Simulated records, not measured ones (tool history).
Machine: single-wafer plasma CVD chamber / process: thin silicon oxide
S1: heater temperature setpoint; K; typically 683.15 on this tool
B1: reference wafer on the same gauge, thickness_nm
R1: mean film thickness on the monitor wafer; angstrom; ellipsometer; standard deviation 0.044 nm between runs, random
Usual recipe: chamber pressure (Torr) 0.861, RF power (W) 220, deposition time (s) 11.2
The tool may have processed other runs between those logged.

Run 1, hour 0.0: usual settings; B1 21.411. Result: R1 196.67 angstrom.
Run 2, hour 24.6: usual settings; B1 21.387. Result: R1 197.46 angstrom.
Run 3, hour 109.2: usual settings; B1 21.389. Result: R1 198.04 angstrom.
Run 4, hour 128.3: usual settings; B1 21.396. Result: R1 197.87 angstrom.
Run 5, hour 157.3: usual settings; B1 21.398. Result: R1 207.32 angstrom.
Run 6, hour 172.2: usual settings; B1 21.392. Result: R1 208.70 angstrom.
Run 7, hour 189.8: usual settings; B1 21.403. Result: R1 207.55 angstrom.
Run 8, hour 216.9: usual settings; B1 21.405. Result: R1 207.72 angstrom.
Run 9, hour 236.7: usual settings; B1 21.408. Result: R1 208.86 angstrom.
Run 10, hour 265.2: usual settings; B1 21.402. Result: R1 207.94 angstrom.
Run 11, hour 287.7: usual settings; B1 21.399. Result: R1 208.73 angstrom.
Run 12, hour 320.9: usual settings but S1 698.15 K, chamber pressure (Torr) 0.800, RF power (W) 240, deposition time (s) 12.0; B1 21.401. Result: R1 217.68 angstrom.
Run 13, hour 334.4: usual settings but S1 695.15 K, chamber pressure (Torr) 0.747, deposition time (s) 12.8; B1 21.393. Result: R1 204.66 angstrom.
Run 14, hour 361.0: usual settings but chamber pressure (Torr) 0.727; B1 21.397. Result: R1 159.40 angstrom.
Run 15, hour 367.7: usual settings but chamber pressure (Torr) 0.647, deposition time (s) 12.8; B1 21.399. Result: R1 157.11 angstrom.
Run 16, hour 392.3: usual settings but S1 698.15 K, chamber pressure (Torr) 0.800, RF power (W) 240, deposition time (s) 12.0; B1 21.412. Result: R1 199.62 angstrom.
Run 17, hour 414.2: usual settings but S1 696.15 K, chamber pressure (Torr) 0.938; B1 21.393. Result: R1 206.91 angstrom.
Run 18, hour 429.4: usual settings but S1 690.15 K, chamber pressure (Torr) 0.752; B1 21.390. Result: R1 165.13 angstrom.
Run 19, hour 456.2: usual settings but RF power (W) 230; B1 21.386. Result: R1 197.47 angstrom.
Run 20, hour 480.6: usual settings but chamber pressure (Torr) 1.055; B1 21.408. Result: R1 229.30 angstrom.

Between the runs listed above, the log contained 5 entries, not reproduced here. Where in the sequence does each belong, and how does what the log doesn't record of the tool's condition differ from the listed run before to the listed run after?
Between runs 4 and 5: RF generator calibrated (hour 150.5)
  delivered RF power above the setpoint (%): -6.65 -> -0.235; true pressure above the setpoint (%): 7.9 -> 8.06
  measured minus no-state result, R1: +4.93 -> +14.64 angstrom
Between runs 5 and 6: gauge calibrated (hour 168.2)
  delivered RF power above the setpoint (%): -0.235 -> -0.279; true pressure above the setpoint (%): 8.06 -> 8.15
  measured minus no-state result, R1: +14.64 -> +14.83 angstrom
Between runs 11 and 12: showerhead replaced (hour 303.7)
  delivered RF power above the setpoint (%): -0.619 -> -0.716; true pressure above the setpoint (%): 8.8 -> 8.99
  measured minus no-state result, R1: +15.51 -> +17.29 angstrom
Between runs 13 and 14: capacitance manometer re-zeroed and calibrated (hour 358.5); thermocouple changed; heater temperature recalibrated (hour 360.5)
  delivered RF power above the setpoint (%): -0.756 -> -0.834; true pressure above the setpoint (%): 9.07 -> 0.285
  measured minus no-state result, R1: +17.86 -> -0.35 angstrom
